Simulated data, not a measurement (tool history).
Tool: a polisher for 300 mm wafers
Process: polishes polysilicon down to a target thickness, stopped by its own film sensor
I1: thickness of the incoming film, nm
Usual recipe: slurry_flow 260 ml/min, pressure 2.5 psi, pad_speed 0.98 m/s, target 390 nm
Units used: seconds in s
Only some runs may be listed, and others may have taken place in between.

Run 1, hour 0: usual settings; I1 776.8. Result: seconds 46.9 s.
Run 2, hour 14.1: usual settings; I1 795. Result: seconds 49.7 s.
Run 3, hour 25.3: usual settings; I1 776.2. Result: seconds 47.8 s.
Run 4, hour 64.2: usual settings but pad_speed 1.22 m/s; I1 791.6. Result: seconds 40.8 s.
Run 5, hour 72.9: usual settings but pad_speed 1.22 m/s; I1 787.8. Result: seconds 42 s.
Run 6, hour 90.7: usual settings; I1 784.9. Result: seconds 54.5 s.
Run 7, hour 119.6: usual settings; I1 791.6. Result: seconds 48.7 s.
Run 8, hour 137: usual settings; I1 789.6. Result: seconds 48.7 s.
Run 9, hour 146.5: usual settings but slurry_flow 310 ml/min; I1 773.2. Result: seconds 46.8 s.
Run 10, hour 153.1: usual settings but slurry_flow 320 ml/min, pressure 2.2 psi, pad_speed 1.3 m/s, target 524 nm; I1 791.7. Result: seconds 26.8 s.
Run 11, hour 169.5: usual settings but slurry_flow 215 ml/min, pressure 2.1 psi, target 508 nm; I1 783.1. Result: seconds 39.2 s.
Run 12, hour 177.1: usual settings but pad_speed 1.18 m/s, target 256 nm; I1 796.8. Result: seconds 58.9 s.
Run 13, hour 191.5: usual settings but pressure 2.8 psi, target 504 nm; I1 778.6. Result: seconds 31.1 s.
Run 14, hour 232: usual settings; I1 780.7. Result: seconds 48.6 s.
Run 15, hour 244.1: usual settings; I1 776.7. Result: seconds 48.9 s.
Run 16, hour 260: usual settings but pressure 2.1 psi, pad_speed 1.2 m/s; I1 772.5. Result: seconds 44.5 s.

Not shown here: 4 entries made in the log between runs. Locate each between two listed runs and compare the hidden state at the listed run before it with the hidden state at the listed run after it:
From run 6 to run 7: worn pad replaced by a new one (hour 97.4)
  removal rate lost through wear of the pad, %: 12.1 -> 1.24
  what was measured, less what the result would be without the hidden state, seconds: +6.6 -> +0.6 s
From run 7 to run 8: head pressure recalibrated (hour 132)
  removal rate lost through wear of the pad, %: 1.24 -> 2.51
  what was measured, less what the result would be without the hidden state, seconds: +0.6 -> +1.2 s
From run 8 to run 9: slurry nozzle cleaned (hour 139.7)
  removal rate lost through wear of the pad, %: 2.51 -> 3.5
  what was measured, less what the result would be without the hidden state, seconds: +1.2 -> +1.7 s
From run 12 to run 13: worn pad replaced by a new one (hour 184.5)
  removal rate lost through wear of the pad, %: 8.15 -> 1.65
  what was measured, less what the result would be without the hidden state, seconds: +4.8 -> +0.6 s

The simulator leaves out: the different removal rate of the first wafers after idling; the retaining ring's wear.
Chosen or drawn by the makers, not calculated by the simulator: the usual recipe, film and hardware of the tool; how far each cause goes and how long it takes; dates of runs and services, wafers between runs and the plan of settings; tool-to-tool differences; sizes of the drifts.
